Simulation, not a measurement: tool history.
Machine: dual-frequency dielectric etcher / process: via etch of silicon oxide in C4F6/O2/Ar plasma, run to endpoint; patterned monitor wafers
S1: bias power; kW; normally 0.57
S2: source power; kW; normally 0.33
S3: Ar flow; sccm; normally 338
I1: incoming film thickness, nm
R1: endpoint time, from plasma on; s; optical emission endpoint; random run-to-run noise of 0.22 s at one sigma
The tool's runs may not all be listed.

Run 1, hour 0: usual settings; I1 145.9. Result: R1 30.5 s.
At hour 39.3: wet clean of the chamber.
Run 2, hour 87.3: usual settings; I1 145.2. Result: R1 31.9 s.
Run 3, hour 395.5: usual settings; I1 146.7. Result: R1 31.4 s.
Run 4, hour 453.6: usual settings but S1 0.475 kW, S2 0.31 kW; I1 145.1. Result: R1 35 s.
Run 5, hour 556.8: usual settings but S1 0.475 kW, S2 0.31 kW; I1 145.2. Result: R1 34.7 s.
Run 6, hour 661.1: usual settings; I1 145.2. Result: R1 30.1 s.
At hour 707.5: wet clean of the chamber.
Run 7, hour 718.3: usual settings; I1 146.6. Result: R1 32 s.
At hour 724.4: Ar flow controller replaced.
Run 8, hour 824: usual settings; I1 146.2. Result: R1 32.1 s.
At hour 862.9: bias power generator calibrated.
At hour 882.6: source power generator calibrated.
Run 9, hour 1043.1: usual settings; I1 145.2. Result: R1 31.4 s.
Run 10, hour 1111.7: usual settings; I1 145.2. Result: R1 30.9 s.
Run 11, hour 1148.9: usual settings but S3 312 sccm; I1 147.4. Result: R1 30.7 s.
Run 12, hour 1215.8: usual settings but S3 312 sccm; I1 146.4. Result: R1 30.4 s.
Run 13, hour 1274.3: usual settings but S1 0.467 kW, S3 291 sccm; I1 144.9. Result: R1 32.5 s.
At hour 1301.9: wet clean of the chamber.
Run 14, hour 1376.6: usual settings but S3 403 sccm; I1 146. Result: R1 32.9 s.
Run 15, hour 1472.9: usual settings but S2 0.41 kW; I1 145.6. Result: R1 28 s.
Run 16, hour 1517.7: usual settings but S1 0.475 kW, S2 0.31 kW; I1 144.4. Result: R1 35 s.
Run 17, hour 1614.7: usual settings; I1 144.7. Result: R1 30.7 s.
Run 18, hour 1657.5: usual settings but S1 0.488 kW, S2 0.27 kW, S3 371 sccm; I1 145. Result: R1 37.8 s.
Run 19, hour 1749.9: usual settings but S1 0.649 kW, S2 0.37 kW, S3 304 sccm; I1 144.1. Result: R1 26.3 s.
At hour 1871.2: wet clean of the chamber.
At hour 1960: upper electrode replaced.
Run 20, hour 1993: usual settings; I1 145.3. Result: R1 31.7 s.
Run 21, hour 2029.3: usual settings but S3 409 sccm; I1 145.9. Result: R1 32.7 s.
Run 22, hour 2122.9: usual settings but S2 0.27 kW; I1 145.8. Result: R1 35.3 s.
Run 23, hour 2228.3: usual settings; I1 145.5. Result: R1 31.3 s.
Run 24, hour 2314.4: usual settings but S1 0.694 kW, S2 0.4 kW, S3 302 sccm; I1 145.5. Result: R1 25 s.
Run 25, hour 2355.6: usual settings; I1 147. Result: R1 31.5 s.
Run 26, hour 2396.5: usual settings but S1 0.484 kW, S2 0.39 kW, S3 266 sccm; I1 145.4. Result: R1 29.2 s.
Run 27, hour 2490.5: usual settings but S2 0.37 kW; I1 147.1. Result: R1 28.9 s.
At hour 2575.7: wet clean of the chamber.
Run 28, hour 2585.9: usual settings but S1 0.513 kW, S2 0.3 kW, S3 316 sccm; I1 144.4. Result: R1 34.1 s.
Run 29, hour 2645.8: usual settings but S3 290 sccm; I1 145.5. Result: R1 30.7 s.

4 ways to go on from here, each from the tool as it stands after run 29. What would each give?
Run A, hour 2646.2: usual settings but S2 0.39 kW; I1 146.5. Result: R1 ?.
Run B, hour 2646.2: usual settings but S2 0.28 kW, S3 289 sccm; I1 146.5. Result: R1 ?.
Run C, hour 2646.2: usual settings but S1 0.515 kW, S2 0.38 kW, S3 388 sccm; I1 146.5. Result: R1 ?.
Run D, hour 2646.2: usual settings but S1 0.691 kW, S2 0.36 kW, S3 308 sccm; I1 146.5. Result: R1 ?.

run    R1
  A  29.5
  B  34.5
  C  32.1
  D  27.6
Had the tool no hidden state, the same runs would have come out as:
run    R1
  A  29.8
  B  34.9
  C  32.5
  D  27.9

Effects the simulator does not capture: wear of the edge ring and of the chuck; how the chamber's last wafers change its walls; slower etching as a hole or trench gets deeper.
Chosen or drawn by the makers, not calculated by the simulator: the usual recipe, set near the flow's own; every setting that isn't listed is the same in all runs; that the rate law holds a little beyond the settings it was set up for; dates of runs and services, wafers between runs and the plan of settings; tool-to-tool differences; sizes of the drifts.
